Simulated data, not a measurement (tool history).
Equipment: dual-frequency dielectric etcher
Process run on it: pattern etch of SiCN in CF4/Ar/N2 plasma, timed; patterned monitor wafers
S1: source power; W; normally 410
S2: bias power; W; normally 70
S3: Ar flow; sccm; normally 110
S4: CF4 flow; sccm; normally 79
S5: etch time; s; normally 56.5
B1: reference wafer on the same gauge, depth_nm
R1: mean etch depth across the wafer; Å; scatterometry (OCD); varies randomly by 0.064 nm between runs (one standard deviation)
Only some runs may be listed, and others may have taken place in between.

{"run": 1, "hour": 0.0, "S1": 410, "S2": 70, "S3": 110, "S4": 79, "S5": 56.5, "B1": 41.1, "R1": 422.4}
{"run": 2, "hour": 22.2, "S1": 410, "S2": 70, "S3": 110, "S4": 79, "S5": 56.5, "B1": 41.1, "R1": 421.3}
{"run": 3, "hour": 48.0, "S1": 410, "S2": 70, "S3": 110, "S4": 79, "S5": 56.5, "B1": 41.1, "R1": 422}
{"run": 4, "hour": 76.5, "S1": 410, "S2": 70, "S3": 110, "S4": 79, "S5": 56.5, "B1": 41.1, "R1": 421.1}
{"run": 5, "hour": 102.8, "S1": 410, "S2": 70, "S3": 110, "S4": 79, "S5": 56.5, "B1": 41.09, "R1": 422}
{"hour": 117.6, "done": "bias power generator calibrated"}
{"run": 6, "hour": 123.6, "S1": 410, "S2": 70, "S3": 110, "S4": 79, "S5": 56.5, "B1": 41.1, "R1": 422}
{"hour": 136.9, "done": "gauge calibrated"}
{"hour": 139.6, "done": "source power generator calibrated"}
{"run": 7, "hour": 140.9, "S1": 410, "S2": 70, "S3": 110, "S4": 79, "S5": 56.5, "B1": 41.11, "R1": 421.1}
{"hour": 169.8, "done": "wet clean of the chamber"}
{"run": 8, "hour": 170.3, "S1": 410, "S2": 70, "S3": 110, "S4": 79, "S5": 56.5, "B1": 41.1, "R1": 423.7}
{"run": 9, "hour": 187.1, "S1": 380, "S2": 70, "S3": 110, "S4": 79, "S5": 56.5, "B1": 41.11, "R1": 399.1}
{"run": 10, "hour": 210.6, "S1": 410, "S2": 56, "S3": 110, "S4": 79, "S5": 56.5, "B1": 41.1, "R1": 391.6}
{"run": 11, "hour": 242.7, "S1": 410, "S2": 70, "S3": 110, "S4": 79, "S5": 56.5, "B1": 41.11, "R1": 422.7}
{"hour": 271.4, "done": "upper electrode replaced"}
{"run": 12, "hour": 274.5, "S1": 410, "S2": 70, "S3": 110, "S4": 79, "S5": 56.5, "B1": 41.11, "R1": 423.7}
{"hour": 289.2, "done": "CF4 flow controller replaced"}
{"hour": 292.6, "done": "Ar flow controller replaced"}
{"run": 13, "hour": 293.1, "S1": 410, "S2": 70, "S3": 119, "S4": 79, "S5": 56.5, "B1": 41.1, "R1": 416}
{"run": 14, "hour": 319.3, "S1": 410, "S2": 70, "S3": 110, "S4": 79, "S5": 56.5, "B1": 41.09, "R1": 421.8}
{"hour": 325.0, "done": "gauge calibrated"}
{"run": 15, "hour": 335.3, "S1": 500, "S2": 61, "S3": 110, "S4": 61, "S5": 56.5, "B1": 41.1, "R1": 455.5}
{"run": 16, "hour": 351.7, "S1": 340, "S2": 70, "S3": 110, "S4": 79, "S5": 56.5, "B1": 41.11, "R1": 364.6}
{"run": 17, "hour": 364.8, "S1": 480, "S2": 70, "S3": 110, "S4": 79, "S5": 41, "B1": 41.11, "R1": 347.5}
{"run": 18, "hour": 384.4, "S1": 410, "S2": 86, "S3": 100, "S4": 62, "S5": 56.5, "B1": 41.09, "R1": 448.6}

Had the tool no unlogged condition, and each run kept its random variation, what would the results have been?
The tool's hidden condition here consists of: etch rate over this chamber's usual, %; source power that arrives over what is set, %; bias power that arrives over what is set, %; Ar flow that arrives over what is set, %; CF4 flow that arrives over what is set, %; gauge reads high (%).
run=1 R1=424.1
run=2 R1=423.2
run=3 R1=424.1
run=4 R1=423.4
run=5 R1=424.5
run=6 R1=424.6
run=7 R1=423.9
run=8 R1=424.3
run=9 R1=399.7
run=10 R1=392.5
run=11 R1=423.8
run=12 R1=425
run=13 R1=417.5
run=14 R1=423.4
run=15 R1=457.4
run=16 R1=366.3
run=17 R1=349.2
run=18 R1=450.9

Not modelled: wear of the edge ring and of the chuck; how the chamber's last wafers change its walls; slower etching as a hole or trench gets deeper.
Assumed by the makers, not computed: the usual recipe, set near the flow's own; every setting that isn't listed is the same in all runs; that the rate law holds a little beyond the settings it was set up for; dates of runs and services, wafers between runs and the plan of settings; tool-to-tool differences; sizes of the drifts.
